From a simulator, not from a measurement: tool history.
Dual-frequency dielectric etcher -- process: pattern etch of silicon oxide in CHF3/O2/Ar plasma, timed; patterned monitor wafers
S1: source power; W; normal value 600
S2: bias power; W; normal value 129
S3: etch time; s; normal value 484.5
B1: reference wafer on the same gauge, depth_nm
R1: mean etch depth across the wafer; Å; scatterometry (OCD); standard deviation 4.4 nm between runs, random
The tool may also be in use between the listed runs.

run    hour   S1   S2     S3     B1     R1
  1       0  510  129  484.5  856.9   7915
  2    73.1  510  129  484.5  859.4   7918
  3   177.7  600  129  410.5  856.9   7024
  4   242.7  710  129  484.5  858.6   8758
      312.7  -- wet clean of the chamber
  5   324.3  560  129  484.5  857.9   8164
  6   601.3  600  129  600.5  856.6  10287
  7   680.8  600  129  484.5  856.6   8318
  8     754  600  129  484.5  857.5   8348
  9   799.7  600  129  484.5  858.1   8334
 10   859.9  600  129  484.5  858.7   8387
      884.4  -- wet clean of the chamber
 11   901.4  600  129  484.5  858.4   8269
 12   950.4  600  129  484.5  856.9   8394
 13   995.4  600  129  448.5  856.4   7681
 14  1094.6  600  129  448.5  857.2   7691
     1129.9  -- gauge calibrated
 15  1138.6  730  129  445.5  857.9   8184
 16  1204.1  680  129  403.5  857.4   7257
 17  1294.7  600  159  484.5  856.7   8794
 18  1388.7  600  129    529    857   9098
     1449.8  -- wet clean of the chamber
 19  1454.1  690  119    614  859.4  10898
     1600.6  -- bias power generator calibrated
       1662  -- source power generator calibrated
 20  1723.7  600  101  484.5  858.9   7826
 21  1812.7  600  129  342.5  857.4   5900
 22  1851.8  720   99  339.5  857.5   5812
     1880.6  -- upper electrode replaced
 23  1924.6  600  129  484.5  858.5   8339
     1976.4  -- wet clean of the chamber
 24  2022.3  600  129  484.5  859.1   8360
 25  2118.4  600  119  441.5    859   7400
 26  2225.7  600  129  484.5    858   8366
 27  2301.7  710  150  484.5  858.7   9167
     2474.3  -- wet clean of the chamber
 28  2499.2  600  129  484.5  857.9   8315

4 options for the next run, each taken on its own from the tool as it stands now. Forecast them:
  A  2499.8  600  129  484.5   ?   ?
  B  2499.8  510  112    598   ?   ?
  C  2499.8  680  149  437.5   ?   ?
  D  2499.8  530  105  484.5   ?   ?

run     B1    R1
  A  858.6  8358
  B  858.6  9425
  C  858.6  8181
  D  858.6  7614
Without the tool's unlogged condition, the same runs would have read:
run    R1
  A  8358
  B  9425
  C  8181
  D  7614

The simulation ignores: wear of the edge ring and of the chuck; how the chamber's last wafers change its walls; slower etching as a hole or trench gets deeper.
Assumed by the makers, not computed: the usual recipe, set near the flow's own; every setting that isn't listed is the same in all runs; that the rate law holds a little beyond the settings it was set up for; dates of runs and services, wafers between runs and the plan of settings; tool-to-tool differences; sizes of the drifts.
